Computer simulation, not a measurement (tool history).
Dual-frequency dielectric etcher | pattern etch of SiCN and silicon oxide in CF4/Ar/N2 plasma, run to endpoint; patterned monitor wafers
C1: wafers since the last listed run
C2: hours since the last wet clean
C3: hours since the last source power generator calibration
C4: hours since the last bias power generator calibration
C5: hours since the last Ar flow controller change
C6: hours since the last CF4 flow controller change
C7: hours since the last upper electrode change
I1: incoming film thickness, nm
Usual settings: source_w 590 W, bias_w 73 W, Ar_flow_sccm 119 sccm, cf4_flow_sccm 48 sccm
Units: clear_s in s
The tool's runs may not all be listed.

run 1 hour=0.0 | source_w=590 bias_w=73 Ar_flow_sccm=119 cf4_flow_sccm=48 | C1=0 C2=80.0 C3=3133.9 C4=4423.2 C5=2360.5 C6=2728.1 C7=2975.1 | I1=13.33 | clear_s=13.0
run 2 hour=35.7 | source_w=490 bias_w=73 Ar_flow_sccm=119 cf4_flow_sccm=48 | C1=407 C2=115.7 C3=3169.6 C4=4458.9 C5=2396.2 C6=2763.8 C7=3010.8 | I1=13.50 | clear_s=15.0
run 3 hour=93.0 | source_w=590 bias_w=73 Ar_flow_sccm=119 cf4_flow_sccm=48 | C1=654 C2=173.0 C3=3226.9 C4=4516.2 C5=2453.5 C6=2821.1 C7=3068.1 | I1=13.50 | clear_s=13.0
run 4 hour=164.5 | source_w=590 bias_w=73 Ar_flow_sccm=119 cf4_flow_sccm=48 | C1=816 C2=244.5 C3=3298.4 C4=4587.7 C5=2525.0 C6=2892.6 C7=3139.6 | I1=13.49 | clear_s=12.9
run 5 hour=227.0 | source_w=590 bias_w=73 Ar_flow_sccm=119 cf4_flow_sccm=48 | C1=713 C2=307.0 C3=3360.9 C4=4650.2 C5=2587.5 C6=2955.1 C7=3202.1 | I1=13.54 | clear_s=12.9
run 6 hour=295.5 | source_w=590 bias_w=73 Ar_flow_sccm=119 cf4_flow_sccm=48 | C1=782 C2=375.5 C3=3429.4 C4=4718.7 C5=2656.0 C6=3023.6 C7=3270.6 | I1=13.50 | clear_s=12.7
-- hour=336.9 wet clean of the chamber
run 7 hour=361.9 | source_w=590 bias_w=73 Ar_flow_sccm=119 cf4_flow_sccm=48 | C1=484 C2=25.0 C3=3495.8 C4=4785.1 C5=2722.4 C6=3090.0 C7=3337.0 | I1=13.61 | clear_s=13.3
run 8 hour=428.1 | source_w=590 bias_w=73 Ar_flow_sccm=119 cf4_flow_sccm=48 | C1=755 C2=91.2 C3=3562.0 C4=4851.3 C5=2788.6 C6=3156.2 C7=3403.2 | I1=13.46 | clear_s=13.1
-- hour=486.1 source power generator calibrated
run 9 hour=489.7 | source_w=590 bias_w=73 Ar_flow_sccm=119 cf4_flow_sccm=48 | C1=657 C2=152.8 C3=3.6 C4=4912.9 C5=2850.2 C6=3217.8 C7=3464.8 | I1=13.50 | clear_s=13.0
-- hour=527.5 upper electrode replaced, of another model than before
run 10 hour=532.3 | source_w=590 bias_w=73 Ar_flow_sccm=119 cf4_flow_sccm=48 | C1=212 C2=195.4 C3=46.2 C4=4955.5 C5=2892.8 C6=3260.4 C7=4.8 | I1=13.56 | clear_s=13.0
-- hour=574.7 Ar flow controller replaced
run 11 hour=577.0 | source_w=680 bias_w=73 Ar_flow_sccm=110 cf4_flow_sccm=48 | C1=441 C2=240.1 C3=90.9 C4=5000.2 C5=2.3 C6=3305.1 C7=49.5 | I1=13.42 | clear_s=11.9
run 12 hour=635.2 | source_w=450 bias_w=73 Ar_flow_sccm=119 cf4_flow_sccm=38 | C1=664 C2=298.3 C3=149.1 C4=5058.4 C5=60.5 C6=3363.3 C7=107.7 | I1=13.39 | clear_s=14.8
-- hour=705.4 wet clean of the chamber
run 13 hour=705.9 | source_w=590 bias_w=56 Ar_flow_sccm=119 cf4_flow_sccm=48 | C1=533 C2=0.5 C3=219.8 C4=5129.1 C5=131.2 C6=3434.0 C7=178.4 | I1=13.44 | clear_s=14.5
run 14 hour=748.9 | source_w=630 bias_w=73 Ar_flow_sccm=111 cf4_flow_sccm=40 | C1=490 C2=43.5 C3=262.8 C4=5172.1 C5=174.2 C6=3477.0 C7=221.4 | I1=13.61 | clear_s=13.3
run 15 hour=809.7 | source_w=680 bias_w=63 Ar_flow_sccm=101 cf4_flow_sccm=40 | C1=694 C2=104.3 C3=323.6 C4=5232.9 C5=235.0 C6=3537.8 C7=282.2 | I1=13.47 | clear_s=13.1
run 16 hour=851.5 | source_w=590 bias_w=73 Ar_flow_sccm=119 cf4_flow_sccm=48 | C1=477 C2=146.1 C3=365.4 C4=5274.7 C5=276.8 C6=3579.6 C7=324.0 | I1=13.54 | clear_s=13.0
run 17 hour=901.1 | source_w=650 bias_w=85 Ar_flow_sccm=135 cf4_flow_sccm=59 | C1=566 C2=195.7 C3=415.0 C4=5324.3 C5=326.4 C6=3629.2 C7=373.6 | I1=13.51 | clear_s=11.6
run 18 hour=941.2 | source_w=650 bias_w=73 Ar_flow_sccm=94 cf4_flow_sccm=48 | C1=457 C2=235.8 C3=455.1 C4=5364.4 C5=366.5 C6=3669.3 C7=413.7 | I1=13.47 | clear_s=11.8
-- hour=963.6 CF4 flow controller replaced
-- hour=1001.4 bias power generator calibrated
run 19 hour=1004.4 | source_w=590 bias_w=73 Ar_flow_sccm=119 cf4_flow_sccm=48 | C1=607 C2=299.0 C3=518.3 C4=3.0 C5=429.7 C6=40.8 C7=476.9 | I1=13.59 | clear_s=12.9
run 20 hour=1075.7 | source_w=590 bias_w=73 Ar_flow_sccm=105 cf4_flow_sccm=48 | C1=813 C2=370.3 C3=589.6 C4=74.3 C5=501.0 C6=112.1 C7=548.2 | I1=13.62 | clear_s=12.5
-- hour=1106.8 wet clean of the chamber
run 21 hour=1107.3 | source_w=590 bias_w=60 Ar_flow_sccm=119 cf4_flow_sccm=59 | C1=86 C2=0.5 C3=621.2 C4=105.9 C5=532.6 C6=143.7 C7=579.8 | I1=13.52 | clear_s=13.8
run 22 hour=1157.0 | source_w=590 bias_w=61 Ar_flow_sccm=119 cf4_flow_sccm=48 | C1=567 C2=50.2 C3=670.9 C4=155.6 C5=582.3 C6=193.4 C7=629.5 | I1=13.28 | clear_s=13.9
run 23 hour=1198.3 | source_w=650 bias_w=85 Ar_flow_sccm=135 cf4_flow_sccm=59 | C1=471 C2=91.5 C3=712.2 C4=196.9 C5=623.6 C6=234.7 C7=670.8 | I1=13.55 | clear_s=11.7
run 24 hour=1257.5 | source_w=510 bias_w=73 Ar_flow_sccm=133 cf4_flow_sccm=56 | C1=675 C2=150.7 C3=771.4 C4=256.1 C5=682.8 C6=293.9 C7=730.0 | I1=13.42 | clear_s=13.6
run 25 hour=1302.8 | source_w=590 bias_w=73 Ar_flow_sccm=111 cf4_flow_sccm=48 | C1=517 C2=196.0 C3=816.7 C4=301.4 C5=728.1 C6=339.2 C7=775.3 | I1=13.60 | clear_s=12.9

Some steps in clear_s between neighbouring runs. How much of each would the tool show without its hidden state too (settings, what came in, random variation), and how much is left for the hidden state, with any gauge scatter that isn't in both results?
The hidden state here: etch rate over this chamber's usual, %; source power that arrives over what is set, %; bias power that arrives over what is set, %; Ar flow that arrives over what is set, %; CF4 flow that arrives over what is set, %.
Run 6 -> 7: wet clean of the chamber. clear_s +0.6 s: hidden state +0.4, all else +0.2.
Run 11 -> 12: source_w 680 -> 450, Ar_flow_sccm 110 -> 119, cf4_flow_sccm 48 -> 38. clear_s +2.9 s: hidden state -0.2, all else +3.1.
Run 20 -> 21: bias_w 73 -> 60, Ar_flow_sccm 105 -> 119, cf4_flow_sccm 48 -> 59, wet clean of the chamber. clear_s +1.3 s: hidden state +0.6, all else +0.7.
Run 22 -> 23: source_w 590 -> 650, bias_w 61 -> 85, Ar_flow_sccm 119 -> 135, cf4_flow_sccm 48 -> 59. clear_s -2.2 s: hidden state -0.1, all else -2.1.

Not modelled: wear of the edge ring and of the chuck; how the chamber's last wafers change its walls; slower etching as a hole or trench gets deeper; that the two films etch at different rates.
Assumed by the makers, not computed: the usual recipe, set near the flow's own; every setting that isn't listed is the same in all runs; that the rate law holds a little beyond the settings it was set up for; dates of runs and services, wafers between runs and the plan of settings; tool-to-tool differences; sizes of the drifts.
